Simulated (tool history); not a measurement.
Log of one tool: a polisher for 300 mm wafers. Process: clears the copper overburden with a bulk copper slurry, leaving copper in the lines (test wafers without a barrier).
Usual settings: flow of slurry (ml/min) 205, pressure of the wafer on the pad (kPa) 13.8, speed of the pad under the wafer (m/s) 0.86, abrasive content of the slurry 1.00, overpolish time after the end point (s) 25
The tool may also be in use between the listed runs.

run	hour	flow of slurry (ml/min)	pressure of the wafer on the pad (kPa)	speed of the pad under the wafer (m/s)	abrasive content of the slurry	overpolish time after the end point (s)	incoming thickness of the incoming film, nm	time until the end point was called (s)	dishing of a wide line in a test structure (Å)
1	0.0	240	13.8	0.86	1.00	25	585.8	121.5	370
2	61.3	240	13.8	0.86	1.00	25	580.4	120.7	379
# hour 90.6: worn pad replaced by a new one
3	91.5	205	13.8	0.58	1.00	12	592.4	185.9	200
4	153.2	225	10.3	0.86	0.85	18	584.2	151.5	287
5	195.4	205	11.0	0.86	0.70	25	584.0	151.7	342
# hour 228.3: slurry nozzle cleaned
6	256.4	205	13.8	0.86	1.00	25	595.7	131.6	376
7	316.5	205	13.8	0.86	1.00	25	588.4	130.6	380
8	359.5	180	12.4	0.86	1.00	25	594.3	139.3	350
9	418.1	205	13.8	0.68	1.25	25	578.8	150.4	333
10	488.1	155	9.0	0.86	0.90	16	578.6	175.0	236
# hour 498.5: slurry blender recalibrated
11	554.1	205	13.8	0.86	1.00	25	576.0	118.0	369
# hour 611.5: worn pad replaced by a new one
12	615.2	205	9.0	0.96	1.00	25	586.1	144.7	328
13	653.4	260	12.4	0.86	1.00	17	581.1	128.7	311
# hour 697.2: head pressure recalibrated
14	700.0	205	13.8	0.58	1.00	12	589.1	187.2	200
# hour 752.5: slurry nozzle cleaned
15	759.3	140	9.7	0.86	1.00	25	593.1	170.4	318
16	807.5	205	15.9	1.06	1.00	25	593.7	97.3	413
17	840.1	260	13.8	0.86	1.15	25	581.0	120.9	380
18	907.1	205	13.8	0.86	1.20	32	591.8	124.4	394
19	978.8	205	13.8	0.74	1.00	25	583.3	150.1	347
20	1027.0	240	18.6	0.86	1.00	25	585.3	101.5	394
# hour 1077.8: worn pad replaced by a new one
21	1091.4	205	13.8	0.86	1.00	25	586.3	127.2	358
# hour 1119.0: slurry blender recalibrated
22	1134.4	150	18.6	0.86	1.00	35	590.9	102.4	445
23	1180.6	205	15.2	0.86	1.00	25	594.8	114.1	400
24	1237.1	205	13.8	0.86	1.00	25	593.4	121.3	375
25	1266.8	205	13.8	0.86	1.00	25	581.3	124.2	364
26	1296.7	185	13.8	0.86	1.00	12	587.5	127.9	258
# hour 1302.9: slurry nozzle cleaned
27	1364.6	150	18.6	0.86	0.90	25	579.0	105.3	397

Forecast each of these 5 alternatives for the next run:
A	1365.1	205	17.2	0.86	1.00	25	578.5	?	?
B	1365.1	140	15.9	0.86	1.20	16	578.5	?	?
C	1365.1	205	15.2	0.86	1.10	25	578.5	?	?
D	1365.1	205	13.8	1.02	0.80	25	578.5	?	?
E	1365.1	230	9.7	0.62	1.00	11	578.5	?	?

run	time until the end point was called (s)	dishing of a wide line in a test structure (Å)
A	105.8	396
B	116.2	315
C	113.9	383
D	108.7	386
E	212.9	162
Without the tool's hidden state the same runs would have given:
run	time until the end point was called (s)	dishing of a wide line in a test structure (Å)
A	98.8	404
B	108.4	327
C	106.3	392
D	101.7	394
E	198.9	171

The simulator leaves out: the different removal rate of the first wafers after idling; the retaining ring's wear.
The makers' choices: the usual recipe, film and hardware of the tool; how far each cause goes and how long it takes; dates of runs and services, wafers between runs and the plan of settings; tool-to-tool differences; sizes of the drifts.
